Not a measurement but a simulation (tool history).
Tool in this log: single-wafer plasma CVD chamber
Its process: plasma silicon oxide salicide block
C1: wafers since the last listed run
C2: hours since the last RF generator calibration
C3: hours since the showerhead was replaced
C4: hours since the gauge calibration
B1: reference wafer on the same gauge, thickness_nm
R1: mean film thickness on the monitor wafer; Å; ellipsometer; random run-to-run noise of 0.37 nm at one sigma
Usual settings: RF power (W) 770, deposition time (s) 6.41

Run 1, hour 0.0: usual settings; C1 0; C2 1758.0; C3 3648.7; C4 222.1; B1 53.864. Result: R1 652.89 Å.
Run 2, hour 12.2: usual settings; C1 430; C2 1770.2; C3 3660.9; C4 234.3; B1 53.864. Result: R1 654.95 Å.
Run 3, hour 21.4: usual settings; C1 324; C2 1779.4; C3 3670.1; C4 243.5; B1 53.838. Result: R1 646.05 Å.
Run 4, hour 35.7: usual settings; C1 504; C2 1793.7; C3 3684.4; C4 257.8; B1 53.758. Result: R1 653.81 Å.
Run 5, hour 47.7: usual settings; C1 423; C2 1805.7; C3 3696.4; C4 269.8; B1 53.942. Result: R1 654.92 Å.
Run 6, hour 59.2: usual settings; C1 405; C2 1817.2; C3 3707.9; C4 281.3; B1 53.870. Result: R1 651.21 Å.
Run 7, hour 65.6: usual settings but RF power (W) 730; C1 225; C2 1823.6; C3 3714.3; C4 287.7; B1 53.929. Result: R1 639.98 Å.
Run 8, hour 71.8: usual settings but RF power (W) 730; C1 218; C2 1829.8; C3 3720.5; C4 293.9; B1 53.948. Result: R1 634.09 Å.
Run 9, hour 87.7: usual settings but RF power (W) 730; C1 560; C2 1845.7; C3 3736.4; C4 309.8; B1 53.804. Result: R1 638.26 Å.
Run 10, hour 105.6: usual settings; C1 631; C2 1863.6; C3 3754.3; C4 327.7; B1 53.908. Result: R1 654.93 Å.
Run 11, hour 117.8: usual settings but RF power (W) 870; C1 430; C2 1875.8; C3 3766.5; C4 339.9; B1 53.877. Result: R1 684.37 Å.
Run 12, hour 123.9: usual settings but RF power (W) 870; C1 215; C2 1881.9; C3 3772.6; C4 346.0; B1 53.941. Result: R1 677.62 Å.
Run 13, hour 138.2: usual settings; C1 504; C2 1896.2; C3 3786.9; C4 360.3; B1 53.926. Result: R1 647.63 Å.
Run 14, hour 152.1: usual settings; C1 490; C2 1910.1; C3 3800.8; C4 374.2; B1 53.957. Result: R1 647.15 Å.
Run 15, hour 166.8: usual settings; C1 518; C2 1924.8; C3 3815.5; C4 388.9; B1 53.848. Result: R1 651.45 Å.
Run 16, hour 180.5: usual settings but RF power (W) 840; C1 483; C2 1938.5; C3 3829.2; C4 402.6; B1 53.889. Result: R1 668.44 Å.
Run 17, hour 197.1: usual settings but RF power (W) 840; C1 585; C2 1955.1; C3 3845.8; C4 419.2; B1 53.830. Result: R1 671.34 Å.
At hour 208.7: RF generator calibrated.
Run 18, hour 211.5: usual settings but RF power (W) 840; C1 225; C2 2.8; C3 3860.2; C4 433.6; B1 54.014. Result: R1 671.54 Å.
Run 19, hour 224.6: usual settings but RF power (W) 710; C1 462; C2 15.9; C3 3873.3; C4 446.7; B1 53.973. Result: R1 631.14 Å.
At hour 236.2: showerhead replaced.
Run 20, hour 274.4: usual settings but RF power (W) 700, deposition time (s) 7.20; C1 1474; C2 65.7; C3 38.2; C4 496.5; B1 53.831. Result: R1 709.25 Å.
Run 21, hour 284.2: usual settings; C1 345; C2 75.5; C3 48.0; C4 506.3; B1 53.984. Result: R1 656.08 Å.
Run 22, hour 291.2: usual settings; C1 246; C2 82.5; C3 55.0; C4 513.3; B1 53.993. Result: R1 647.82 Å.
Run 23, hour 300.3: usual settings but RF power (W) 910, deposition time (s) 6.91; C1 320; C2 91.6; C3 64.1; C4 522.4; B1 53.899. Result: R1 746.89 Å.
At hour 301.8: gauge calibrated.
Run 24, hour 310.1: usual settings but deposition time (s) 6.74; C1 345; C2 101.4; C3 73.9; C4 8.3; B1 53.932. Result: R1 687.39 Å.
Run 25, hour 321.9: usual settings but RF power (W) 920, deposition time (s) 6.78; C1 416; C2 113.2; C3 85.7; C4 20.1; B1 53.893. Result: R1 731.60 Å.
Run 26, hour 331.8: usual settings but RF power (W) 815, deposition time (s) 5.70; C1 349; C2 123.1; C3 95.6; C4 30.0; B1 53.994. Result: R1 594.87 Å.
Run 27, hour 344.2: usual settings but RF power (W) 890; C1 437; C2 135.5; C3 108.0; C4 42.4; B1 53.820. Result: R1 681.33 Å.
Run 28, hour 353.7: usual settings but RF power (W) 905; C1 335; C2 145.0; C3 117.5; C4 51.9; B1 53.959. Result: R1 693.51 Å.
Run 29, hour 365.5: usual settings but deposition time (s) 6.06; C1 416; C2 156.8; C3 129.3; C4 63.7; B1 53.916. Result: R1 609.25 Å.
Run 30, hour 388.8: usual settings but RF power (W) 695, deposition time (s) 5.34; C1 821; C2 180.1; C3 152.6; C4 87.0; B1 53.892. Result: R1 521.69 Å.
Run 31, hour 404.8: usual settings but RF power (W) 865, deposition time (s) 7.37; C1 564; C2 196.1; C3 168.6; C4 103.0; B1 53.911. Result: R1 784.24 Å.
Run 32, hour 412.8: usual settings; C1 282; C2 204.1; C3 176.6; C4 111.0; B1 53.835. Result: R1 648.80 Å.
Run 33, hour 427.9: usual settings; C1 532; C2 219.2; C3 191.7; C4 126.1; B1 53.828. Result: R1 648.09 Å.
Run 34, hour 438.6: usual settings but RF power (W) 810, deposition time (s) 5.99; C1 377; C2 229.9; C3 202.4; C4 136.8; B1 53.783. Result: R1 623.15 Å.
Run 35, hour 444.7: usual settings but RF power (W) 815, deposition time (s) 6.89; C1 215; C2 236.0; C3 208.5; C4 142.9; B1 53.949. Result: R1 710.20 Å.
Run 36, hour 452.5: usual settings but RF power (W) 850; C1 275; C2 243.8; C3 216.3; C4 150.7; B1 53.937. Result: R1 678.36 Å.
Run 37, hour 505.6: usual settings but RF power (W) 865, deposition time (s) 7.25; C1 1872; C2 296.9; C3 269.4; C4 203.8; B1 53.954. Result: R1 762.96 Å.
Run 38, hour 518.1: usual settings but RF power (W) 725, deposition time (s) 6.95; C1 440; C2 309.4; C3 281.9; C4 216.3; B1 53.812. Result: R1 688.83 Å.
Run 39, hour 524.6: usual settings but RF power (W) 730; C1 229; C2 315.9; C3 288.4; C4 222.8; B1 53.793. Result: R1 639.71 Å.
Run 40, hour 533.8: usual settings but RF power (W) 685, deposition time (s) 5.55; C1 324; C2 325.1; C3 297.6; C4 232.0; B1 53.841. Result: R1 542.80 Å.
Run 41, hour 544.5: usual settings but RF power (W) 700, deposition time (s) 7.09; C1 377; C2 335.8; C3 308.3; C4 242.7; B1 53.853. Result: R1 703.25 Å.
Run 42, hour 558.1: usual settings but RF power (W) 820, deposition time (s) 7.60; C1 479; C2 349.4; C3 321.9; C4 256.3; B1 53.788. Result: R1 784.92 Å.
Run 43, hour 564.9: usual settings but RF power (W) 645, deposition time (s) 5.20; C1 239; C2 356.2; C3 328.7; C4 263.1; B1 53.873. Result: R1 495.25 Å.
Run 44, hour 573.0: usual settings but RF power (W) 860, deposition time (s) 5.84; C1 285; C2 364.3; C3 336.8; C4 271.2; B1 53.952. Result: R1 617.21 Å.

Exercise: give the hidden state of the tool at every run:
delivered RF power above the setpoint (%): 0 across all the runs
gauge reads high (%): 0 across all the runs
